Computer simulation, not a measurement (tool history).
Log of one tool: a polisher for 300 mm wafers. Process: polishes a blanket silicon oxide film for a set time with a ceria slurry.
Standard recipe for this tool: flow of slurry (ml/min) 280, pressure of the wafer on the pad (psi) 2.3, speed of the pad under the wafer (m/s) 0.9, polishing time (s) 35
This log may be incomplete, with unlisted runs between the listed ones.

run	hour	flow of slurry (ml/min)	pressure of the wafer on the pad (psi)	speed of the pad under the wafer (m/s)	polishing time (s)	wafers since the last listed run	wafers polished on this pad	hours since the slurry nozzle was cleaned	hours since the head pressure was calibrated	incoming thickness of the incoming film, nm	film removed (Å)
1	0	280	2.3	0.9	35	0	152	57.4	280.5	1224.9	1002
2	51.6	280	2.3	0.9	35	550	703	109	332.1	1218.6	1026
3	78.6	280	2.3	0.9	35	287	991	136	359.1	1242.6	1031
4	134.4	300	2.3	0.76	35	595	1586	191.8	414.9	1251.3	872
5	181.5	300	2.3	0.76	35	502	2088	238.9	462	1239.4	890
6	229	300	2.3	0.76	35	506	2595	286.4	509.5	1228.3	871
7	289.5	280	2.3	0.9	29	645	3240	346.9	570	1235.8	815
8	317	220	2.3	0.9	40	293	3533	374.4	597.5	1222.3	1104
# hour 328.1: worn pad replaced by a new one
9	354.4	220	2.3	0.9	40	356	280	411.8	634.9	1252.8	1102
10	405	220	2.3	0.9	40	539	820	462.4	685.5	1229.5	1110
# hour 437: head pressure recalibrated
11	445.5	340	2.3	0.9	35	410	1230	502.9	8.5	1229	1058
12	469.5	340	2.3	0.9	35	255	1486	526.9	32.5	1232.6	1053
13	513.9	280	1.8	0.9	35	473	1960	571.3	76.9	1224.9	885
14	567.4	225	2.3	0.9	35	570	2531	624.8	130.4	1253.5	968
15	615.4	225	2.3	0.9	35	511	3043	672.8	178.4	1244.5	1017
# hour 655: worn pad replaced by a new one
16	686.7	225	2.3	0.9	35	717	338	744.1	249.7	1235.1	1008
# hour 708.3: slurry nozzle cleaned
17	891.9	280	2.3	0.9	35	2178	2516	183.6	454.9	1211	1019
18	950	280	2.3	0.9	35	619	3135	241.7	513	1240	1007
19	985	280	2.3	0.9	35	373	3509	276.7	548	1233	998
# hour 1059.4: worn pad replaced by a new one
20	1059.9	330	2.8	0.74	28	756	5	351.6	622.9	1225.4	799
21	1120.8	280	2.3	0.9	35	649	655	412.5	683.8	1228.7	984
22	1169.3	280	2.3	0.9	35	517	1172	461	732.3	1226.8	981
23	1232.2	370	2.3	1.1	35	670	1843	523.9	795.2	1240.6	1184
# hour 1256.6: head pressure recalibrated
24	1272.1	230	1.9	0.9	46	404	2247	563.8	15.5	1221.5	1166
25	1338.8	220	2.3	0.9	40	711	2959	630.5	82.2	1244	1149
26	1383.8	280	2.3	1.22	25	479	3439	675.5	127.2	1244.6	963
27	1408.4	325	1.8	1.02	40	262	3701	700.1	151.8	1246	1163
# hour 1419.9: worn pad replaced by a new one
28	1460.7	280	2.3	0.9	35	515	435	752.4	204.1	1245.6	1045
# hour 1462.9: slurry nozzle cleaned
29	1531.5	240	1.8	1.16	31	744	1179	68.6	274.9	1229.9	967
30	1556.6	335	3	0.74	35	267	1447	93.7	300	1249.4	1041
31	1616.5	220	2.3	1.04	24	638	2086	153.6	359.9	1230.4	778
32	1656.9	280	2.3	0.9	35	430	2517	194	400.3	1243.4	1024
33	1726.6	370	2.3	0.78	23	743	3260	263.7	470	1230.5	617
34	1790	280	2.3	0.74	35	676	3936	327.1	533.4	1222.3	852
# hour 1825.7: worn pad replaced by a new one
35	1845.6	220	3	0.9	28	550	212	382.7	589	1236.9	923

Alternative continuations, all from the tool just after run 35; predict every row:
A	1846	280	2.3	0.9	31	4	217	383.1	589.4	1227.8	?
B	1846	280	3	0.9	24	4	217	383.1	589.4	1227.8	?
C	1846	350	2.3	1	35	4	217	383.1	589.4	1227.8	?
D	1846	225	2.3	0.9	42	4	217	383.1	589.4	1227.8	?
E	1846	280	2.8	0.9	24	4	217	383.1	589.4	1227.8	?

run	film removed (Å)
A	885
B	810
C	1114
D	1168
E	775
With no hidden state in the tool, these same runs would have given:
run	film removed (Å)
A	919
B	841
C	1157
D	1213
E	804
